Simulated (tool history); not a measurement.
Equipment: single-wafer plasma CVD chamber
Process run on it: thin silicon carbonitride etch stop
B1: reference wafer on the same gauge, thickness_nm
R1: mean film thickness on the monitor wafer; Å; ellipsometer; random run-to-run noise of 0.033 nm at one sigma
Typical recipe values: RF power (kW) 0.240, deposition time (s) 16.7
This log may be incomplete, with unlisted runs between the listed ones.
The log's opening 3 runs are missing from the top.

run 4 hour=145.1 | RF_power_(kW)=0.230 deposition_time_(s)=16.7 | B1=9.146 | R1=92.75
run 5 hour=178.6 | RF_power_(kW)=0.240 deposition_time_(s)=16.7 | B1=9.146 | R1=94.44
-- hour=190.7 thermocouple changed; heater temperature recalibrated
-- hour=198.7 showerhead replaced
run 6 hour=207.4 | RF_power_(kW)=0.240 deposition_time_(s)=16.7 | B1=9.150 | R1=94.00
run 7 hour=240.3 | RF_power_(kW)=0.240 deposition_time_(s)=16.7 | B1=9.144 | R1=93.97
run 8 hour=267.0 | RF_power_(kW)=0.240 deposition_time_(s)=15.9 | B1=9.147 | R1=89.64
run 9 hour=293.0 | RF_power_(kW)=0.265 deposition_time_(s)=16.7 | B1=9.152 | R1=96.75
run 10 hour=321.6 | RF_power_(kW)=0.240 deposition_time_(s)=16.7 | B1=9.150 | R1=93.96
run 11 hour=342.3 | RF_power_(kW)=0.240 deposition_time_(s)=16.7 | B1=9.147 | R1=94.17
run 12 hour=365.0 | RF_power_(kW)=0.240 deposition_time_(s)=16.7 | B1=9.146 | R1=93.93
run 13 hour=384.4 | RF_power_(kW)=0.260 deposition_time_(s)=16.7 | B1=9.148 | R1=97.04
run 14 hour=397.7 | RF_power_(kW)=0.240 deposition_time_(s)=16.7 | B1=9.150 | R1=93.73
run 15 hour=417.0 | RF_power_(kW)=0.275 deposition_time_(s)=15.2 | B1=9.150 | R1=89.72
-- hour=432.2 gauge calibrated
run 16 hour=437.4 | RF_power_(kW)=0.225 deposition_time_(s)=16.7 | B1=9.149 | R1=91.43
run 17 hour=459.1 | RF_power_(kW)=0.240 deposition_time_(s)=16.7 | B1=9.153 | R1=93.93
run 18 hour=488.6 | RF_power_(kW)=0.240 deposition_time_(s)=16.7 | B1=9.146 | R1=93.11

Estimate the outcome of run 19 from the log above:
run 19 hour=518.3 | RF_power_(kW)=0.210 deposition_time_(s)=15.8 | B1=? | R1=?

B1: 9.145
R1: 83.81 Å
On a tool with no hidden condition, and with the same random variation, this run would have come out at R1 86.32 Å.
